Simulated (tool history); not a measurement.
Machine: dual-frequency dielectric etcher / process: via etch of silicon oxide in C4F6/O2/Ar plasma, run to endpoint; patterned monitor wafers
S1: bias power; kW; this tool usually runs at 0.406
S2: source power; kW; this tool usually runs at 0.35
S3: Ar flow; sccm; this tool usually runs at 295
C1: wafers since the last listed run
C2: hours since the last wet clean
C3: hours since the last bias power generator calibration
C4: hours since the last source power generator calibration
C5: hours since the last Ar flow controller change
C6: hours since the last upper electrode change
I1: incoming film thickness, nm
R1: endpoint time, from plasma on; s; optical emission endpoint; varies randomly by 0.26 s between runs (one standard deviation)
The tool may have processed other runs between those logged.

run 1 day=0 | S1=0.406 S2=0.31 S3=295 | C1=0 C2=374.5 C3=1925.2 C4=3169.5 C5=2976.6 C6=4025.9 | I1=136.2 | R1=37
run 2 day=1.138 | S1=0.406 S2=0.38 S3=295 | C1=371 C2=401.8 C3=1952.5 C4=3196.8 C5=3003.9 C6=4053.2 | I1=135.4 | R1=34
run 3 day=2.546 | S1=0.406 S2=0.35 S3=348 | C1=459 C2=435.6 C3=1986.3 C4=3230.6 C5=3037.7 C6=4087 | I1=136.4 | R1=36.6
run 4 day=3.854 | S1=0.406 S2=0.35 S3=295 | C1=426 C2=467 C3=2017.7 C4=3262 C5=3069.1 C6=4118.4 | I1=135.8 | R1=35.8
run 5 day=4.954 | S1=0.406 S2=0.35 S3=295 | C1=358 C2=493.4 C3=2044.1 C4=3288.4 C5=3095.5 C6=4144.8 | I1=137 | R1=36.3
run 6 day=6.379 | S1=0.406 S2=0.35 S3=295 | C1=465 C2=527.6 C3=2078.3 C4=3322.6 C5=3129.7 C6=4179 | I1=136.4 | R1=36
run 7 day=7.121 | S1=0.406 S2=0.35 S3=295 | C1=242 C2=545.4 C3=2096.1 C4=3340.4 C5=3147.5 C6=4196.8 | I1=136.5 | R1=35.9
run 8 day=7.979 | S1=0.406 S2=0.39 S3=295 | C1=280 C2=566 C3=2116.7 C4=3361 C5=3168.1 C6=4217.4 | I1=138 | R1=35.3
-- day=9.146 upper electrode replaced
run 9 day=9.25 | S1=0.406 S2=0.39 S3=295 | C1=88 C2=596.5 C3=2147.2 C4=3391.5 C5=3198.6 C6=2.5 | I1=138 | R1=35.3
-- day=10.554 wet clean of the chamber
run 10 day=10.575 | S1=0.406 S2=0.39 S3=295 | C1=106 C2=0.5 C3=2179 C4=3423.3 C5=3230.4 C6=34.3 | I1=136.4 | R1=32.8
run 11 day=10.933 | S1=0.406 S2=0.35 S3=295 | C1=116 C2=9.1 C3=2187.6 C4=3431.9 C5=3239 C6=42.9 | I1=137.8 | R1=34.7
run 12 day=11.567 | S1=0.406 S2=0.35 S3=295 | C1=206 C2=24.3 C3=2202.8 C4=3447.1 C5=3254.2 C6=58.1 | I1=138.8 | R1=34.8
run 13 day=12.246 | S1=0.406 S2=0.35 S3=295 | C1=221 C2=40.6 C3=2219.1 C4=3463.4 C5=3270.5 C6=74.4 | I1=136.6 | R1=34.1
run 14 day=12.892 | S1=0.449 S2=0.35 S3=258 | C1=210 C2=56.1 C3=2234.6 C4=3478.9 C5=3286 C6=89.9 | I1=136.4 | R1=32.6
-- day=13.092 bias power generator calibrated
-- day=13.454 Ar flow controller replaced
run 15 day=14.312 | S1=0.375 S2=0.4 S3=330 | C1=327 C2=90.2 C3=29.3 C4=3513 C5=20.6 C6=124 | I1=137.8 | R1=34.7
run 16 day=15.579 | S1=0.436 S2=0.39 S3=321 | C1=413 C2=120.6 C3=59.7 C4=3543.4 C5=51 C6=154.4 | I1=137.2 | R1=33
-- day=16.358 source power generator calibrated
run 17 day=16.379 | S1=0.406 S2=0.43 S3=316 | C1=206 C2=139.8 C3=78.9 C4=0.5 C5=70.2 C6=173.6 | I1=137.2 | R1=32.3
run 18 day=16.929 | S1=0.406 S2=0.39 S3=232 | C1=179 C2=153 C3=92.1 C4=13.7 C5=83.4 C6=186.8 | I1=137.3 | R1=31.7
run 19 day=17.512 | S1=0.497 S2=0.35 S3=295 | C1=190 C2=167 C3=106.1 C4=27.7 C5=97.4 C6=200.8 | I1=137.2 | R1=31.8
run 20 day=18.45 | S1=0.457 S2=0.26 S3=349 | C1=305 C2=189.5 C3=128.6 C4=50.2 C5=119.9 C6=223.3 | I1=137.5 | R1=38.8
run 21 day=19.275 | S1=0.37 S2=0.35 S3=222 | C1=269 C2=209.3 C3=148.4 C4=70 C5=139.7 C6=243.1 | I1=137.9 | R1=34.1
run 22 day=20.771 | S1=0.316 S2=0.39 S3=269 | C1=488 C2=245.2 C3=184.3 C4=105.9 C5=175.6 C6=279 | I1=136 | R1=35.7
run 23 day=21.629 | S1=0.406 S2=0.35 S3=295 | C1=280 C2=265.8 C3=204.9 C4=126.5 C5=196.2 C6=299.6 | I1=136.7 | R1=34.9
run 24 day=22.621 | S1=0.436 S2=0.43 S3=295 | C1=323 C2=289.6 C3=228.7 C4=150.3 C5=220 C6=323.4 | I1=137.7 | R1=31.3
run 25 day=23.383 | S1=0.406 S2=0.35 S3=315 | C1=248 C2=307.9 C3=247 C4=168.6 C5=238.3 C6=341.7 | I1=137.1 | R1=35.4
run 26 day=24.875 | S1=0.316 S2=0.39 S3=269 | C1=486 C2=343.7 C3=282.8 C4=204.4 C5=274.1 C6=377.5 | I1=138.5 | R1=37.3

Predict each of these 5 candidate next runs independently; none follows another, all start after run 26:
run A day=24.892 | S1=0.406 S2=0.35 S3=295 | C1=5 C2=344.1 C3=283.2 C4=204.8 C5=274.5 C6=377.9 | I1=137.2 | R1=?
run B day=24.892 | S1=0.406 S2=0.35 S3=271 | C1=5 C2=344.1 C3=283.2 C4=204.8 C5=274.5 C6=377.9 | I1=137.2 | R1=?
run C day=24.892 | S1=0.375 S2=0.33 S3=241 | C1=5 C2=344.1 C3=283.2 C4=204.8 C5=274.5 C6=377.9 | I1=137.2 | R1=?
run D day=24.892 | S1=0.312 S2=0.38 S3=222 | C1=5 C2=344.1 C3=283.2 C4=204.8 C5=274.5 C6=377.9 | I1=137.2 | R1=?
run E day=24.892 | S1=0.333 S2=0.35 S3=295 | C1=5 C2=344.1 C3=283.2 C4=204.8 C5=274.5 C6=377.9 | I1=137.2 | R1=?

run=A R1=35.1
run=B R1=34.6
run=C R1=35.7
run=D R1=35.5
run=E R1=37.9
What these runs would have given with no unlogged condition in the tool:
run=A R1=34.4
run=B R1=33.8
run=C R1=34.9
run=D R1=34.7
run=E R1=37.1
